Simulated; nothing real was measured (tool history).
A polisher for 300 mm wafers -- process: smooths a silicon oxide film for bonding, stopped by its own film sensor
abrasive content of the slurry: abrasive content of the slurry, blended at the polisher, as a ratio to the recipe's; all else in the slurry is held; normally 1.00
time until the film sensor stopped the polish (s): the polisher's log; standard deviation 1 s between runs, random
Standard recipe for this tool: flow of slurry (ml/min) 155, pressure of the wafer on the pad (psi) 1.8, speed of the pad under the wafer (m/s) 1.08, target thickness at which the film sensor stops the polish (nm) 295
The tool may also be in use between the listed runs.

run   hour  flow of slurry (ml/min)  pressure of the wafer on the pad (psi)  speed of the pad under the wafer (m/s)  abrasive content of the slurry  target thickness at which the film sensor stops the polish (nm)  wafers since the last listed run  wafers polished on this pad  hours since the slurry nozzle was cleaned  hours since the head pressure was calibrated  hours since the slurry blender was calibrated  incoming thickness of the incoming film, nm  time until the film sensor stopped the polish (s)
  1    0.0                      155                                     1.8                                    1.08                            1.00                                                              295                                 0                          527                                      331.3                                        1161.8                                          376.7                                        368.4                                              145.0
  2   10.3                      155                                     1.8                                    1.08                            1.00                                                              295                               116                          643                                      341.6                                        1172.1                                          387.0                                        370.4                                              151.8
  3   19.7                      155                                     1.8                                    1.08                            1.00                                                              295                               106                          749                                      351.0                                        1181.5                                          396.4                                        366.3                                              145.5
  4   34.8                      155                                     1.8                                    1.08                            1.00                                                              295                               170                          920                                      366.1                                        1196.6                                          411.5                                        370.3                                              157.2
  5   44.0                      155                                     1.8                                    1.08                            1.00                                                              295                               103                         1023                                      375.3                                        1205.8                                          420.7                                        366.7                                              150.1
  6   61.4                      155                                     1.4                                    1.08                            1.00                                                              295                               196                         1220                                      392.7                                        1223.2                                          438.1                                        367.8                                              181.1
      68.0  -- slurry nozzle cleaned
      70.9  -- slurry blender recalibrated
  7   71.8                      155                                     1.4                                    1.08                            1.00                                                              295                                83                         1303                                        3.8                                        1233.6                                            0.9                                        367.4                                              139.7
  8   80.8                      155                                     1.8                                    1.24                            1.00                                                              295                               101                         1405                                       12.8                                        1242.6                                            9.9                                        373.6                                              119.7
      88.8  -- worn pad replaced by a new one
  9   94.1                      155                                     2.3                                    1.08                            1.00                                                              295                               105                           59                                       26.1                                        1255.9                                           23.2                                        371.0                                              107.1
      96.2  -- head pressure recalibrated
 10  108.9                      115                                     1.8                                    0.96                            1.10                                                              295                               144                          204                                       40.9                                          12.7                                           38.0                                        373.4                                              142.9
 11  126.0                      155                                     1.5                                    1.08                            1.00                                                              279                               193                          397                                       58.0                                          29.8                                           55.1                                        370.3                                              170.3
 12  142.6                      155                                     1.8                                    1.08                            1.00                                                              295                               187                          584                                       74.6                                          46.4                                           71.7                                        375.9                                              137.8
 13  159.9                      155                                     1.8                                    1.08                            1.00                                                              314                               195                          780                                       91.9                                          63.7                                           89.0                                        369.8                                               94.2
 14  172.0                      155                                     1.8                                    1.08                            1.00                                                              304                               136                          916                                      104.0                                          75.8                                          101.1                                        373.5                                              118.9
 15  178.7                      155                                     1.8                                    1.08                            1.00                                                              295                                75                          992                                      110.7                                          82.5                                          107.8                                        368.8                                              126.9

4 options for the next run, each taken on its own from the tool as it stands now. Forecast them:
  A  179.2                      155                                     1.8                                    1.08                            1.00                                                              295                                 5                          998                                      111.2                                          83.0                                          108.3                                        362.0                                                  ?
  B  179.2                      155                                     1.8                                    0.84                            1.15                                                              295                                 5                          998                                      111.2                                          83.0                                          108.3                                        362.0                                                  ?
  C  179.2                      155                                     1.8                                    0.88                            1.00                                                              295                                 5                          998                                      111.2                                          83.0                                          108.3                                        362.0                                                  ?
  D  179.2                      115                                     2.0                                    1.08                            0.80                                                              295                                 5                          998                                      111.2                                          83.0                                          108.3                                        362.0                                                  ?

run  time until the film sensor stopped the polish (s)
  A                                              115.3
  B                                              128.8
  C                                              131.2
  D                                              122.2
Without the tool's unlogged condition, the same runs would have read:
run  time until the film sensor stopped the polish (s)
  A                                              110.1
  B                                              123.2
  C                                              125.3
  D                                              116.1

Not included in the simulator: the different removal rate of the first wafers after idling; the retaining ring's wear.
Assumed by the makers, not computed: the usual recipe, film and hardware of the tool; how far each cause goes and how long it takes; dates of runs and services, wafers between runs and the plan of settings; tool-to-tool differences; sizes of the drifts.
